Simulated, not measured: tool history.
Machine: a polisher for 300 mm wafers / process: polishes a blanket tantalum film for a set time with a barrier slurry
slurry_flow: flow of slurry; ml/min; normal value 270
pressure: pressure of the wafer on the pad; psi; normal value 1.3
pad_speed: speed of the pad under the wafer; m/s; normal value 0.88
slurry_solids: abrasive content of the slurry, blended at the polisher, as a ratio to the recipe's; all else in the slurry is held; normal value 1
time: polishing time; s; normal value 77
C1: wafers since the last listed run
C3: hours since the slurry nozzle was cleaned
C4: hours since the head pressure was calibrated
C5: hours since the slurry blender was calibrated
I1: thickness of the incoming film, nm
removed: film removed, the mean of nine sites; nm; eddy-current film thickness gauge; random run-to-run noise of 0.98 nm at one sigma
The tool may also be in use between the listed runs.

run 1 day=0 | slurry_flow=270 pressure=1.3 pad_speed=0.88 slurry_solids=1 time=77 | C1=0 wafers_polished_on_this_pad=1130 C3=289.4 C4=362.3 C5=360.2 | I1=400.6 | removed=67.5
-- day=0.792 slurry blender recalibrated
run 2 day=2.121 | slurry_flow=270 pressure=1.3 pad_speed=0.88 slurry_solids=1 time=77 | C1=568 wafers_polished_on_this_pad=1698 C3=340.3 C4=413.2 C5=31.9 | I1=403.4 | removed=76
-- day=3.721 head pressure recalibrated
run 3 day=8.421 | slurry_flow=270 pressure=1.3 pad_speed=0.88 slurry_solids=1 time=77 | C1=1733 wafers_polished_on_this_pad=3432 C3=491.5 C4=112.8 C5=183.1 | I1=395.3 | removed=68
run 4 day=10.438 | slurry_flow=270 pressure=1.3 pad_speed=0.88 slurry_solids=1 time=77 | C1=562 wafers_polished_on_this_pad=3994 C3=539.9 C4=161.2 C5=231.5 | I1=399.2 | removed=67.1
-- day=11.925 worn pad replaced by a new one
run 5 day=11.946 | slurry_flow=270 pressure=1.3 pad_speed=0.88 slurry_solids=1 time=77 | C1=374 wafers_polished_on_this_pad=6 C3=576.1 C4=197.4 C5=267.7 | I1=395.7 | removed=67.2
run 6 day=14.575 | slurry_flow=270 pressure=1.3 pad_speed=1.06 slurry_solids=1 time=77 | C1=733 wafers_polished_on_this_pad=739 C3=639.2 C4=260.5 C5=330.8 | I1=397.9 | removed=81.3
run 7 day=16.2 | slurry_flow=270 pressure=1.3 pad_speed=1.06 slurry_solids=1 time=77 | C1=453 wafers_polished_on_this_pad=1192 C3=678.2 C4=299.5 C5=369.8 | I1=403.6 | removed=78.3
-- day=17.338 slurry blender recalibrated
run 8 day=17.625 | slurry_flow=270 pressure=1.3 pad_speed=1.06 slurry_solids=1 time=77 | C1=374 wafers_polished_on_this_pad=1566 C3=712.4 C4=333.7 C5=6.9 | I1=401.9 | removed=92.2
run 9 day=19.754 | slurry_flow=270 pressure=1.3 pad_speed=0.88 slurry_solids=1 time=77 | C1=593 wafers_polished_on_this_pad=2159 C3=763.5 C4=384.8 C5=58 | I1=395.6 | removed=73.1
run 10 day=22.4 | slurry_flow=270 pressure=1.3 pad_speed=0.88 slurry_solids=1 time=77 | C1=737 wafers_polished_on_this_pad=2897 C3=827 C4=448.3 C5=121.5 | I1=406.2 | removed=70.1
-- day=22.962 slurry nozzle cleaned
run 11 day=23.846 | slurry_flow=270 pressure=1.3 pad_speed=0.88 slurry_solids=1 time=77 | C1=391 wafers_polished_on_this_pad=3289 C3=21.2 C4=483 C5=156.2 | I1=403 | removed=71.1
run 12 day=25.271 | slurry_flow=315 pressure=1.3 pad_speed=0.8 slurry_solids=1 time=77 | C1=397 wafers_polished_on_this_pad=3686 C3=55.4 C4=517.2 C5=190.4 | I1=400.9 | removed=64.4
-- day=26.012 head pressure recalibrated
run 13 day=26.658 | slurry_flow=270 pressure=1.6 pad_speed=0.88 slurry_solids=1 time=77 | C1=363 wafers_polished_on_this_pad=4049 C3=88.7 C4=15.5 C5=223.7 | I1=404 | removed=79
-- day=27.125 worn pad replaced by a new one
run 14 day=27.796 | slurry_flow=270 pressure=1.3 pad_speed=0.88 slurry_solids=1.15 time=67 | C1=270 wafers_polished_on_this_pad=186 C3=116 C4=42.8 C5=251 | I1=393.7 | removed=61.2
run 15 day=29.967 | slurry_flow=270 pressure=1.3 pad_speed=1.1 slurry_solids=1 time=77 | C1=605 wafers_polished_on_this_pad=792 C3=168.1 C4=94.9 C5=303.1 | I1=395.7 | removed=84.7
run 16 day=31.408 | slurry_flow=270 pressure=0.8 pad_speed=0.88 slurry_solids=1 time=62 | C1=401 wafers_polished_on_this_pad=1194 C3=202.7 C4=129.5 C5=337.7 | I1=400.1 | removed=38.2
run 17 day=34.121 | slurry_flow=310 pressure=1.5 pad_speed=0.88 slurry_solids=1 time=84 | C1=756 wafers_polished_on_this_pad=1950 C3=267.8 C4=194.6 C5=402.8 | I1=407.5 | removed=80.7
-- day=35.879 slurry blender recalibrated
run 18 day=36.183 | slurry_flow=270 pressure=1.6 pad_speed=0.88 slurry_solids=1 time=77 | C1=551 wafers_polished_on_this_pad=2502 C3=317.3 C4=244.1 C5=7.3 | I1=407.7 | removed=88.3
run 19 day=37.271 | slurry_flow=305 pressure=1.1 pad_speed=0.88 slurry_solids=1 time=52 | C1=303 wafers_polished_on_this_pad=2805 C3=343.4 C4=270.2 C5=33.4 | I1=399.4 | removed=46
-- day=42.088 worn pad replaced by a new one
run 20 day=44.083 | slurry_flow=240 pressure=1.5 pad_speed=0.88 slurry_solids=0.7 time=77 | C1=1852 wafers_polished_on_this_pad=556 C3=506.9 C4=433.7 C5=196.9 | I1=404.1 | removed=67.5
-- day=44.554 head pressure recalibrated
run 21 day=45.142 | slurry_flow=270 pressure=1.5 pad_speed=0.88 slurry_solids=1 time=77 | C1=271 wafers_polished_on_this_pad=828 C3=532.3 C4=14.1 C5=222.3 | I1=402.4 | removed=76.7
run 22 day=54.046 | slurry_flow=270 pressure=1.3 pad_speed=0.88 slurry_solids=1 time=77 | C1=2482 wafers_polished_on_this_pad=3310 C3=746 C4=227.8 C5=436 | I1=398.7 | removed=65.5
-- day=54.654 slurry blender recalibrated
run 23 day=56.704 | slurry_flow=270 pressure=1.3 pad_speed=0.88 slurry_solids=0.7 time=77 | C1=717 wafers_polished_on_this_pad=4028 C3=809.8 C4=291.6 C5=49.2 | I1=405.7 | removed=66.5
-- day=57 slurry nozzle cleaned
-- day=57.229 worn pad replaced by a new one
run 24 day=58.492 | slurry_flow=270 pressure=1.3 pad_speed=0.88 slurry_solids=1 time=77 | C1=440 wafers_polished_on_this_pad=351 C3=35.8 C4=334.5 C5=92.1 | I1=398 | removed=72.7
run 25 day=61.304 | slurry_flow=315 pressure=1.3 pad_speed=0.8 slurry_solids=1 time=77 | C1=784 wafers_polished_on_this_pad=1135 C3=103.3 C4=402 C5=159.6 | I1=405.4 | removed=64.9
run 26 day=63.5 | slurry_flow=270 pressure=1.3 pad_speed=0.88 slurry_solids=1 time=86 | C1=612 wafers_polished_on_this_pad=1748 C3=156 C4=454.7 C5=212.3 | I1=404.5 | removed=78
-- day=64.604 head pressure recalibrated
run 27 day=66.404 | slurry_flow=270 pressure=1.3 pad_speed=0.88 slurry_solids=1 time=77 | C1=786 wafers_polished_on_this_pad=2534 C3=225.7 C4=43.2 C5=282 | I1=394.8 | removed=69.6
run 28 day=67.65 | slurry_flow=270 pressure=1.3 pad_speed=0.88 slurry_solids=1 time=77 | C1=347 wafers_polished_on_this_pad=2881 C3=255.6 C4=73.1 C5=311.9 | I1=394.2 | removed=67.8
run 29 day=69.938 | slurry_flow=270 pressure=1.3 pad_speed=0.88 slurry_solids=0.75 time=58 | C1=637 wafers_polished_on_this_pad=3519 C3=310.5 C4=128 C5=366.8 | I1=391.7 | removed=45

Forecast each of these 5 alternatives for the next run:
run A day=69.954 | slurry_flow=270 pressure=1.3 pad_speed=0.88 slurry_solids=1 time=77 | C1=0 wafers_polished_on_this_pad=3519 C3=310.9 C4=128.4 C5=367.2 | I1=402.3 | removed=?
run B day=69.954 | slurry_flow=200 pressure=1.5 pad_speed=0.88 slurry_solids=0.7 time=52 | C1=0 wafers_polished_on_this_pad=3519 C3=310.9 C4=128.4 C5=367.2 | I1=402.3 | removed=?
run C day=69.954 | slurry_flow=270 pressure=1.3 pad_speed=0.66 slurry_solids=1 time=77 | C1=0 wafers_polished_on_this_pad=3519 C3=310.9 C4=128.4 C5=367.2 | I1=402.3 | removed=?
run D day=69.954 | slurry_flow=330 pressure=1.7 pad_speed=0.88 slurry_solids=0.75 time=50 | C1=0 wafers_polished_on_this_pad=3519 C3=310.9 C4=128.4 C5=367.2 | I1=402.3 | removed=?
run E day=69.954 | slurry_flow=270 pressure=1.3 pad_speed=0.88 slurry_solids=1.1 time=77 | C1=0 wafers_polished_on_this_pad=3519 C3=310.9 C4=128.4 C5=367.2 | I1=402.3 | removed=?

run=A removed=68.5
run=B removed=43
run=C removed=51.4
run=D removed=49.1
run=E removed=70.8
What these runs would have given with no unlogged condition in the tool:
run=A removed=78.7
run=B removed=51.1
run=C removed=59
run=D removed=57.9
run=E removed=80.7
